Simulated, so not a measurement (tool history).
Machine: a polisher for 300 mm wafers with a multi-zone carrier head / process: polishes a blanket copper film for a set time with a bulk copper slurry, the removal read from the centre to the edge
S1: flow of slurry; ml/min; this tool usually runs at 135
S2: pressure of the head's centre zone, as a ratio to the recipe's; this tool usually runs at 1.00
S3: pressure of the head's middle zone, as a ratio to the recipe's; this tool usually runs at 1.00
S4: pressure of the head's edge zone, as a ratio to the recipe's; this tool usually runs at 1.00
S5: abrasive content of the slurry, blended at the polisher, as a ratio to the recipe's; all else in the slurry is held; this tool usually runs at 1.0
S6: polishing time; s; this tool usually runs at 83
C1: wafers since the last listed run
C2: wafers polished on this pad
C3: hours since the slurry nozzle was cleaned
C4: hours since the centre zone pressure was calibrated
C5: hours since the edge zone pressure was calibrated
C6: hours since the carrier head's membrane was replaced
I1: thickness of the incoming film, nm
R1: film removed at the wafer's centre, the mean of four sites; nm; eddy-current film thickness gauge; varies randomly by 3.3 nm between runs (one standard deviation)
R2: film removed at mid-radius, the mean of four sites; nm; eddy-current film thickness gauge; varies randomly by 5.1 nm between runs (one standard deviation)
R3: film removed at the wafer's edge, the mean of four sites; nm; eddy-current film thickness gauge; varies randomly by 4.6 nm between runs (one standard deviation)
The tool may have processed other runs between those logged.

| run | hour | S1 | S2 | S3 | S4 | S5 | S6 | C1 | C2 | C3 | C4 | C5 | C6 | I1 | R1 | R2 | R3 |
|---|---|---|---|---|---|---|---|---|---|---|---|---|---|---|---|---|---|
| 1 | 0.0 | 135 | 1.00 | 1.00 | 1.00 | 1.0 | 83 | 0 | 860 | 395.3 | 395.0 | 859.6 | 272.0 | 3952.1 | 413.6 | 411.7 | 420.0 |
|  | 5.9 | worn pad replaced by a new one |
| 2 | 20.4 | 135 | 1.00 | 1.00 | 1.00 | 1.0 | 83 | 103 | 91 | 415.7 | 415.4 | 880.0 | 292.4 | 4005.0 | 450.9 | 444.7 | 452.6 |
| 3 | 45.2 | 135 | 1.00 | 1.00 | 1.00 | 1.0 | 83 | 155 | 247 | 440.5 | 440.2 | 904.8 | 317.2 | 4022.1 | 443.4 | 449.1 | 449.8 |
| 4 | 68.3 | 135 | 0.94 | 1.00 | 1.04 | 1.0 | 83 | 145 | 392 | 463.6 | 463.3 | 927.9 | 340.3 | 4053.7 | 410.6 | 437.2 | 451.5 |
| 5 | 96.2 | 135 | 0.94 | 1.00 | 1.04 | 1.0 | 83 | 175 | 567 | 491.5 | 491.2 | 955.8 | 368.2 | 3985.9 | 404.4 | 437.0 | 436.7 |
| 6 | 122.2 | 135 | 0.94 | 1.00 | 1.04 | 1.0 | 83 | 163 | 731 | 517.5 | 517.2 | 981.8 | 394.2 | 4028.1 | 396.5 | 427.0 | 431.7 |
|  | 133.5 | worn pad replaced by a new one |
| 7 | 148.3 | 135 | 1.00 | 1.00 | 1.00 | 1.0 | 83 | 138 | 92 | 543.6 | 543.3 | 1007.9 | 420.3 | 4024.4 | 456.9 | 453.7 | 453.6 |
| 8 | 161.6 | 135 | 1.00 | 1.00 | 1.00 | 1.0 | 83 | 83 | 176 | 556.9 | 556.6 | 1021.2 | 433.6 | 4064.1 | 452.3 | 451.3 | 445.5 |
| 9 | 186.8 | 135 | 1.00 | 1.00 | 1.00 | 1.0 | 83 | 158 | 334 | 582.1 | 581.8 | 1046.4 | 458.8 | 3999.4 | 442.4 | 444.4 | 439.8 |
| 10 | 206.7 | 135 | 1.00 | 1.00 | 1.00 | 1.0 | 83 | 125 | 459 | 602.0 | 601.7 | 1066.3 | 478.7 | 4036.1 | 435.9 | 437.8 | 440.9 |
| 11 | 222.0 | 135 | 1.00 | 1.00 | 0.94 | 1.0 | 109 | 96 | 556 | 617.3 | 617.0 | 1081.6 | 494.0 | 4028.2 | 567.8 | 577.6 | 561.6 |
| 12 | 238.0 | 135 | 1.00 | 1.00 | 1.00 | 1.0 | 83 | 100 | 656 | 633.3 | 633.0 | 1097.6 | 510.0 | 4022.4 | 427.4 | 435.6 | 423.6 |
|  | 277.2 | worn pad replaced by a new one |
| 13 | 316.8 | 135 | 1.00 | 0.96 | 1.09 | 1.0 | 83 | 470 | 248 | 712.1 | 711.8 | 1176.4 | 588.8 | 4031.6 | 443.4 | 439.2 | 459.7 |
| 14 | 339.4 | 135 | 0.93 | 1.00 | 1.00 | 1.0 | 109 | 142 | 390 | 734.7 | 734.4 | 1199.0 | 611.4 | 4057.0 | 526.5 | 578.1 | 579.0 |
|  | 342.3 | slurry nozzle cleaned |
| 15 | 372.5 | 135 | 1.00 | 1.10 | 1.09 | 1.0 | 83 | 201 | 592 | 30.2 | 767.5 | 1232.1 | 644.5 | 4016.2 | 423.1 | 470.2 | 444.6 |
|  | 386.2 | centre zone pressure recalibrated |
|  | 402.6 | carrier head's membrane replaced by a new one |
|  | 417.8 | worn pad replaced by a new one |
| 16 | 436.2 | 135 | 1.11 | 1.00 | 0.94 | 1.0 | 83 | 331 | 115 | 93.9 | 50.0 | 1295.8 | 33.6 | 4048.7 | 497.7 | 461.3 | 439.0 |
|  | 442.9 | edge zone pressure recalibrated |
| 17 | 471.7 | 120 | 1.00 | 1.00 | 1.00 | 1.0 | 83 | 210 | 326 | 129.4 | 85.5 | 28.8 | 69.1 | 3998.0 | 429.5 | 432.4 | 429.5 |
| 18 | 489.5 | 135 | 1.00 | 1.00 | 1.00 | 1.0 | 83 | 111 | 438 | 147.2 | 103.3 | 46.6 | 86.9 | 4016.0 | 437.9 | 437.0 | 439.1 |
| 19 | 519.1 | 135 | 0.92 | 1.00 | 1.00 | 0.9 | 83 | 186 | 624 | 176.8 | 132.9 | 76.2 | 116.5 | 3982.4 | 381.3 | 418.3 | 415.7 |

Run 20, settings as shown, results not yet in. Your forecast:
| 20 | 534.7 | 135 | 0.93 | 1.00 | 1.00 | 1.0 | 109 | 98 | 722 | 192.4 | 148.5 | 91.8 | 132.1 | 4072.8 | ? | ? | ? |

{"run 20": {"R1": 511.5, "R2": 558.1, "R3": 551.0}}
Had the tool carried no hidden state, the very same run would have given R1 555.4 nm, R2 606.0 nm, R3 598.2 nm.
